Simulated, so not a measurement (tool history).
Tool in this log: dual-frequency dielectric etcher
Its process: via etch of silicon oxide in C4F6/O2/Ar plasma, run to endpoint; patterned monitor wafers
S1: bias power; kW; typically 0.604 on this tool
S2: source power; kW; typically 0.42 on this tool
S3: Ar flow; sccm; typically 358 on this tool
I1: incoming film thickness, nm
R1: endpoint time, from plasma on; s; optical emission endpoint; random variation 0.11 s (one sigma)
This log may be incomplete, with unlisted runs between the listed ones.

run	hour	S1	S2	S3	I1	R1
1	0	0.719	0.34	358	80.5	17.7
2	28.7	0.564	0.42	317	80.8	17.3
3	59.4	0.604	0.42	358	79.5	17.3
4	89.6	0.604	0.42	358	80.5	17.6
# hour 115.7: wet clean of the chamber
5	116.2	0.604	0.42	358	79.9	16.6
6	139.8	0.604	0.42	358	79.2	16.7
7	159.5	0.699	0.47	358	81.2	15.8
8	185.2	0.699	0.47	358	80.5	15.7
# hour 207.3: bias power generator calibrated
9	216.7	0.699	0.47	358	80.4	15.7
10	236.9	0.604	0.42	358	80.2	17
11	251.4	0.561	0.37	288	79.9	17.4
12	287.2	0.486	0.39	358	79.9	18.5
13	308.8	0.741	0.39	278	79.7	15.8
# hour 340.1: upper electrode replaced
14	341.1	0.745	0.45	392	80	16.2
15	369.6	0.754	0.47	396	80.6	15.9
# hour 394.9: Ar flow controller replaced
16	405.2	0.604	0.5	303	80.2	15.7
17	444.3	0.604	0.42	293	79.9	16.8
18	475.9	0.501	0.42	358	80.4	18.3
# hour 481.2: source power generator calibrated
19	498.3	0.604	0.36	358	79.5	18.2
20	515.8	0.604	0.48	358	80.8	16.9
# hour 562.9: wet clean of the chamber
21	563.4	0.496	0.48	358	80.8	16.7
22	566.1	0.604	0.42	358	80.6	16.8
23	588.8	0.604	0.38	358	80	17.4
24	603.6	0.604	0.42	358	79.5	16.6
25	620	0.604	0.42	358	80.2	16.7
26	652.4	0.604	0.42	358	79.5	16.8
27	684.3	0.604	0.42	358	79.8	17
28	717.2	0.742	0.42	298	80.1	15.4
29	735.5	0.604	0.42	358	79.5	17

Below are 4 alternative next runs, each starting from the tool's condition after run 29. Predict each:
A	735.9	0.604	0.42	358	80.1	?
B	735.9	0.685	0.33	358	80.1	?
C	735.9	0.604	0.34	384	80.1	?
D	735.9	0.745	0.32	296	80.1	?

run	R1
A	17
B	17.8
C	18.4
D	16.9
Without the tool's hidden state the same runs would have given:
run	R1
A	16.8
B	17.5
C	18.2
D	16.7
